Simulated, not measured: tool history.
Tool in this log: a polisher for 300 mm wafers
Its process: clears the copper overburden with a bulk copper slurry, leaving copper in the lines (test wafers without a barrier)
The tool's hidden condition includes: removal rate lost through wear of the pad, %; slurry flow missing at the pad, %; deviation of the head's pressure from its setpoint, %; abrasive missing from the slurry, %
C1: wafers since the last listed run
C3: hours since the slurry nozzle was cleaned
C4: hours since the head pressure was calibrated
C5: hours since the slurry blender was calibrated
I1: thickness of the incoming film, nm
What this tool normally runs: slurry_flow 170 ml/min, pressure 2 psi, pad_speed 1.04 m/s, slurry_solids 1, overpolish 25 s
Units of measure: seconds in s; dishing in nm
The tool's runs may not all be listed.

{"run": 1, "hour": 0.0, "slurry_flow": 170, "pressure": 2, "pad_speed": 1.04, "slurry_solids": 0.8, "overpolish": 25, "C1": 0, "wafers polished on this pad": 825, "C3": 457.7, "C4": 874.7, "C5": 258.5, "I1": 888.2, "seconds": 127.9, "dishing": 71.4}
{"hour": 10.4, "done": "slurry blender recalibrated"}
{"run": 2, "hour": 26.5, "slurry_flow": 170, "pressure": 2, "pad_speed": 1.04, "slurry_solids": 1, "overpolish": 21, "C1": 159, "wafers polished on this pad": 984, "C3": 484.2, "C4": 901.2, "C5": 16.1, "I1": 906.2, "seconds": 117.6, "dishing": 69.9}
{"run": 3, "hour": 48.7, "slurry_flow": 170, "pressure": 2, "pad_speed": 1.04, "slurry_solids": 1, "overpolish": 21, "C1": 144, "wafers polished on this pad": 1129, "C3": 506.4, "C4": 923.4, "C5": 38.3, "I1": 897.3, "seconds": 119.1, "dishing": 69.6}
{"run": 4, "hour": 63.6, "slurry_flow": 170, "pressure": 2, "pad_speed": 1.04, "slurry_solids": 1, "overpolish": 21, "C1": 96, "wafers polished on this pad": 1226, "C3": 521.3, "C4": 938.3, "C5": 53.2, "I1": 895.4, "seconds": 117.8, "dishing": 69.8}
{"hour": 72.8, "done": "worn pad replaced by a new one"}
{"run": 5, "hour": 82.7, "slurry_flow": 170, "pressure": 2, "pad_speed": 1.04, "slurry_solids": 1, "overpolish": 25, "C1": 98, "wafers polished on this pad": 64, "C3": 540.4, "C4": 957.4, "C5": 72.3, "I1": 895.1, "seconds": 115.3, "dishing": 75.2}
{"run": 6, "hour": 111.2, "slurry_flow": 170, "pressure": 2, "pad_speed": 1.04, "slurry_solids": 1, "overpolish": 25, "C1": 185, "wafers polished on this pad": 249, "C3": 568.9, "C4": 985.9, "C5": 100.8, "I1": 879.2, "seconds": 115.1, "dishing": 75.9}
{"run": 7, "hour": 132.5, "slurry_flow": 170, "pressure": 2, "pad_speed": 1.04, "slurry_solids": 1, "overpolish": 25, "C1": 138, "wafers polished on this pad": 388, "C3": 590.2, "C4": 1007.2, "C5": 122.1, "I1": 880, "seconds": 116.9, "dishing": 76.3}
{"run": 8, "hour": 153.1, "slurry_flow": 170, "pressure": 2, "pad_speed": 1.04, "slurry_solids": 1, "overpolish": 25, "C1": 133, "wafers polished on this pad": 522, "C3": 610.8, "C4": 1027.8, "C5": 142.7, "I1": 890.7, "seconds": 120.1, "dishing": 75.2}
{"run": 9, "hour": 167.1, "slurry_flow": 170, "pressure": 2, "pad_speed": 1.04, "slurry_solids": 1, "overpolish": 25, "C1": 91, "wafers polished on this pad": 613, "C3": 624.8, "C4": 1041.8, "C5": 156.7, "I1": 887.4, "seconds": 121.8, "dishing": 75.6}
{"run": 10, "hour": 180.2, "slurry_flow": 170, "pressure": 2, "pad_speed": 1.04, "slurry_solids": 1, "overpolish": 25, "C1": 85, "wafers polished on this pad": 698, "C3": 637.9, "C4": 1054.9, "C5": 169.8, "I1": 896.1, "seconds": 121.2, "dishing": 74.7}
{"run": 11, "hour": 202.8, "slurry_flow": 170, "pressure": 2, "pad_speed": 0.82, "slurry_solids": 1, "overpolish": 21, "C1": 146, "wafers polished on this pad": 845, "C3": 660.5, "C4": 1077.5, "C5": 192.4, "I1": 882.8, "seconds": 154.7, "dishing": 60.1}
{"run": 12, "hour": 233.8, "slurry_flow": 150, "pressure": 2, "pad_speed": 1.04, "slurry_solids": 0.8, "overpolish": 25, "C1": 201, "wafers polished on this pad": 1047, "C3": 691.5, "C4": 1108.5, "C5": 223.4, "I1": 897.1, "seconds": 133.8, "dishing": 72.5}
{"hour": 247.3, "done": "slurry nozzle cleaned"}
{"run": 13, "hour": 267.4, "slurry_flow": 115, "pressure": 2, "pad_speed": 1.04, "slurry_solids": 1.1, "overpolish": 17, "C1": 212, "wafers polished on this pad": 1259, "C3": 20.1, "C4": 1142.1, "C5": 257, "I1": 907.5, "seconds": 143.6, "dishing": 56.2}
{"hour": 278.7, "done": "slurry blender recalibrated"}
{"run": 14, "hour": 294.1, "slurry_flow": 170, "pressure": 2, "pad_speed": 1.24, "slurry_solids": 1.2, "overpolish": 25, "C1": 160, "wafers polished on this pad": 1419, "C3": 46.8, "C4": 1168.8, "C5": 15.4, "I1": 887, "seconds": 94.4, "dishing": 82.1}
{"hour": 301.0, "done": "worn pad replaced by a new one"}
{"hour": 314.6, "done": "head pressure recalibrated"}
{"run": 15, "hour": 325.7, "slurry_flow": 170, "pressure": 1.5, "pad_speed": 1.04, "slurry_solids": 1, "overpolish": 25, "C1": 166, "wafers polished on this pad": 147, "C3": 78.4, "C4": 11.1, "C5": 47, "I1": 899.8, "seconds": 140.7, "dishing": 67.4}
{"run": 16, "hour": 357.5, "slurry_flow": 145, "pressure": 1.5, "pad_speed": 1.04, "slurry_solids": 1, "overpolish": 25, "C1": 206, "wafers polished on this pad": 354, "C3": 110.2, "C4": 42.9, "C5": 78.8, "I1": 877.8, "seconds": 139.7, "dishing": 67.3}
{"run": 17, "hour": 378.0, "slurry_flow": 170, "pressure": 2, "pad_speed": 1.04, "slurry_solids": 1, "overpolish": 25, "C1": 133, "wafers polished on this pad": 487, "C3": 130.7, "C4": 63.4, "C5": 99.3, "I1": 890.2, "seconds": 117.5, "dishing": 76.3}
{"run": 18, "hour": 406.7, "slurry_flow": 170, "pressure": 2, "pad_speed": 1.04, "slurry_solids": 1, "overpolish": 34, "C1": 186, "wafers polished on this pad": 674, "C3": 159.4, "C4": 92.1, "C5": 128, "I1": 891, "seconds": 117.5, "dishing": 85.9}
{"run": 19, "hour": 436.9, "slurry_flow": 170, "pressure": 2, "pad_speed": 1.04, "slurry_solids": 1.15, "overpolish": 25, "C1": 196, "wafers polished on this pad": 870, "C3": 189.6, "C4": 122.3, "C5": 158.2, "I1": 904.2, "seconds": 118.4, "dishing": 76.7}
{"run": 20, "hour": 453.7, "slurry_flow": 170, "pressure": 2, "pad_speed": 1.38, "slurry_solids": 1, "overpolish": 25, "C1": 109, "wafers polished on this pad": 980, "C3": 206.4, "C4": 139.1, "C5": 175, "I1": 896.2, "seconds": 92.6, "dishing": 85.4}
{"run": 21, "hour": 473.4, "slurry_flow": 170, "pressure": 2, "pad_speed": 1.04, "slurry_solids": 1, "overpolish": 25, "C1": 128, "wafers polished on this pad": 1108, "C3": 226.1, "C4": 158.8, "C5": 194.7, "I1": 878.5, "seconds": 119.4, "dishing": 75.3}
{"hour": 504.7, "done": "worn pad replaced by a new one"}
{"run": 22, "hour": 509.1, "slurry_flow": 170, "pressure": 2, "pad_speed": 1.16, "slurry_solids": 1, "overpolish": 25, "C1": 206, "wafers polished on this pad": 28, "C3": 261.8, "C4": 194.5, "C5": 230.4, "I1": 883.6, "seconds": 111.1, "dishing": 77.5}
{"run": 23, "hour": 539.6, "slurry_flow": 170, "pressure": 2, "pad_speed": 1.04, "slurry_solids": 1, "overpolish": 25, "C1": 198, "wafers polished on this pad": 226, "C3": 292.3, "C4": 225, "C5": 260.9, "I1": 904.5, "seconds": 129.9, "dishing": 73.3}
{"hour": 553.8, "done": "slurry blender recalibrated"}
{"run": 24, "hour": 557.3, "slurry_flow": 170, "pressure": 2.3, "pad_speed": 0.94, "slurry_solids": 0.8, "overpolish": 25, "C1": 102, "wafers polished on this pad": 328, "C3": 310, "C4": 242.7, "C5": 3.5, "I1": 880.5, "seconds": 117.8, "dishing": 77.5}
{"run": 25, "hour": 569.9, "slurry_flow": 170, "pressure": 2, "pad_speed": 1.04, "slurry_solids": 1.25, "overpolish": 25, "C1": 81, "wafers polished on this pad": 410, "C3": 322.6, "C4": 255.3, "C5": 16.1, "I1": 890.8, "seconds": 115.7, "dishing": 75.9}
{"run": 26, "hour": 600.9, "slurry_flow": 170, "pressure": 2, "pad_speed": 1.04, "slurry_solids": 1, "overpolish": 25, "C1": 201, "wafers polished on this pad": 612, "C3": 353.6, "C4": 286.3, "C5": 47.1, "I1": 888.8, "seconds": 119.7, "dishing": 75.8}
{"run": 27, "hour": 657.1, "slurry_flow": 170, "pressure": 2, "pad_speed": 1.04, "slurry_solids": 1.2, "overpolish": 20, "C1": 365, "wafers polished on this pad": 978, "C3": 409.8, "C4": 342.5, "C5": 103.3, "I1": 891.9, "seconds": 112.3, "dishing": 68.5}
{"run": 28, "hour": 669.6, "slurry_flow": 155, "pressure": 2, "pad_speed": 0.92, "slurry_solids": 0.8, "overpolish": 11, "C1": 81, "wafers polished on this pad": 1059, "C3": 422.3, "C4": 355, "C5": 115.8, "I1": 886.6, "seconds": 140, "dishing": 40.4}

Alternative continuations, all from the tool just after run 28; predict every row:
{"run": "A", "hour": 670.1, "slurry_flow": 170, "pressure": 2, "pad_speed": 0.94, "slurry_solids": 1, "overpolish": 25, "C1": 3, "wafers polished on this pad": 1062, "C3": 422.8, "C4": 355.5, "C5": 116.3, "I1": 891.5, "seconds": "?", "dishing": "?"}
{"run": "B", "hour": 670.1, "slurry_flow": 190, "pressure": 1.3, "pad_speed": 1.04, "slurry_solids": 1, "overpolish": 25, "C1": 3, "wafers polished on this pad": 1062, "C3": 422.8, "C4": 355.5, "C5": 116.3, "I1": 891.5, "seconds": "?", "dishing": "?"}
{"run": "C", "hour": 670.1, "slurry_flow": 170, "pressure": 2, "pad_speed": 1.18, "slurry_solids": 1, "overpolish": 25, "C1": 3, "wafers polished on this pad": 1062, "C3": 422.8, "C4": 355.5, "C5": 116.3, "I1": 891.5, "seconds": "?", "dishing": "?"}
{"run": "D", "hour": 670.1, "slurry_flow": 170, "pressure": 2, "pad_speed": 1.28, "slurry_solids": 1.2, "overpolish": 25, "C1": 3, "wafers polished on this pad": 1062, "C3": 422.8, "C4": 355.5, "C5": 116.3, "I1": 891.5, "seconds": "?", "dishing": "?"}

run=A seconds=132.1 dishing=72.6
run=B seconds=149 dishing=64.6
run=C seconds=105.9 dishing=80.5
run=D seconds=94.8 dishing=84.2
Stripped of hidden state, with their random variation kept, the same runs would have yielded:
run=A seconds=129.6 dishing=73.3
run=B seconds=146.1 dishing=65.3
run=C seconds=103.9 dishing=81.2
run=D seconds=92.9 dishing=84.8

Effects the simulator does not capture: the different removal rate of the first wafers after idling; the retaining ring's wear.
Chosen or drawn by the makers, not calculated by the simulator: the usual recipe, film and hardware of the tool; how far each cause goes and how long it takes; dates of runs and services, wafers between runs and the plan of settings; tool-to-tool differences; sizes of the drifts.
